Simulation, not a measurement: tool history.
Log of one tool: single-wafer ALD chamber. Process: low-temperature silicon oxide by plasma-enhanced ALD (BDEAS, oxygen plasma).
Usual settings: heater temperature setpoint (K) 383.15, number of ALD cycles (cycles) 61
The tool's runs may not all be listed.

run	day	heater temperature setpoint (K)	number of ALD cycles (cycles)	read-back reference wafer on the same gauge, thickness_nm	mean film thickness on the monitor wafer (nm)
1	0	377.15	61	9.729	9.377
2	1.467	377.15	61	9.746	9.382
3	2.742	377.15	61	9.749	9.372
4	3.504	383.15	61	9.746	9.254
5	4.846	391.15	61	9.762	9.071
6	5.708	391.15	61	9.768	9.125
7	6.304	383.15	61	9.778	9.301
8	6.85	383.15	61	9.777	9.278
9	7.683	383.15	61	9.789	9.297
10	8.496	392.15	61	9.792	9.138
# day 9.733: thermocouple changed; heater temperature recalibrated
11	12.342	383.15	68	9.835	10.409
12	12.946	392.15	61	9.837	9.166
# day 13.404: gauge calibrated
13	14.167	394.15	51	9.729	7.602
14	14.779	390.15	54	9.728	8.054
15	15.483	378.15	71	9.726	10.852
16	16.525	390.15	54	9.728	8.053
17	17.888	383.15	61	9.729	9.296
18	19.167	383.15	61	9.729	9.265
19	19.821	370.15	69	9.745	10.808

The same runs without the tool's hidden state, with the same run-to-run variation:
The hidden state here: wafer temperature above the value expected at the setpoint (K); gauge reads high (%).
run	mean film thickness on the monitor wafer (nm)
1	9.359
2	9.358
3	9.342
4	9.221
5	9.03
6	9.079
7	9.25
8	9.223
9	9.235
10	9.07
11	10.291
12	9.055
13	7.598
14	8.049
15	10.845
16	8.046
17	9.285
18	9.25
19	10.788
